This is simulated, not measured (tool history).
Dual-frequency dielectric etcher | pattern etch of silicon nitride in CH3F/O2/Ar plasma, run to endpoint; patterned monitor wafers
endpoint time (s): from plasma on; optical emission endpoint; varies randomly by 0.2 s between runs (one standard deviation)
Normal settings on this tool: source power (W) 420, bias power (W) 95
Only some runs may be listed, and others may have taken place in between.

run,hour,source power (W),bias power (W),wafers since the last listed run,hours since the last wet clean,hours since the last source power generator calibration,hours since the last bias power generator calibration,hours since the last upper electrode change,"incoming incoming film thickness, nm",endpoint time (s)
1,0.0,420,80,0,40.3,2303.8,1663.3,4057.8,48.16,69.9
2,15.3,420,95,231,55.6,2319.1,1678.6,4073.1,48.24,65.4
3,42.8,420,95,415,83.1,2346.6,1706.1,4100.6,48.56,66.0
4,69.6,420,95,405,109.9,2373.4,1732.9,4127.4,47.83,65.3
5,92.7,450,95,349,133.0,2396.5,1756.0,4150.5,48.07,64.4
6,105.1,450,95,187,145.4,2408.9,1768.4,4162.9,47.83,64.1
7,137.5,360,80,489,177.8,2441.3,1800.8,4195.3,48.29,74.6
8,157.8,360,80,306,198.1,2461.6,1821.1,4215.6,47.89,74.2
9,191.2,420,95,505,231.5,2495.0,1854.5,4249.0,48.04,66.2
# hour 228.5: bias power generator calibrated
10,250.3,420,95,833,290.6,2554.1,21.8,4308.1,48.51,67.2
11,269.2,420,95,285,309.5,2573.0,40.7,4327.0,49.09,67.9
# hour 287.1: source power generator calibrated
# hour 297.4: wet clean of the chamber
12,297.9,520,111,218,0.5,10.8,69.4,4355.7,48.09,56.8
13,323.5,330,109,387,26.1,36.4,95.0,4381.3,48.18,67.4
14,345.6,450,72,334,48.2,58.5,117.1,4403.4,47.65,70.4
# hour 403.5: upper electrode replaced
15,428.4,520,110,889,131.0,141.3,199.9,24.9,48.08,57.7
16,461.6,420,118,502,164.2,174.5,233.1,58.1,47.97,60.5
17,474.0,330,109,187,176.6,186.9,245.5,70.5,48.12,67.6
18,497.4,500,116,353,200.0,210.3,268.9,93.9,48.43,57.7
19,519.9,370,95,340,222.5,232.8,291.4,116.4,48.34,69.4
20,551.0,470,107,470,253.6,263.9,322.5,147.5,48.25,61.1

5 options for the next run, each taken on its own from the tool as it stands now. Forecast them:
A,551.4,420,117,6,254.0,264.3,322.9,147.9,47.96,?
B,551.4,510,102,6,254.0,264.3,322.9,147.9,47.96,?
C,551.4,480,80,6,254.0,264.3,322.9,147.9,47.96,?
D,551.4,420,83,6,254.0,264.3,322.9,147.9,47.96,?
E,551.4,460,95,6,254.0,264.3,322.9,147.9,47.96,?

run,endpoint time (s)
A,60.9
B,60.2
C,67.7
D,69.9
E,64.2
The same runs, with their run-to-run variation unchanged, on a tool lacking any hidden condition would have given:
run,endpoint time (s)
A,59.9
B,59.3
C,66.6
D,68.8
E,63.2
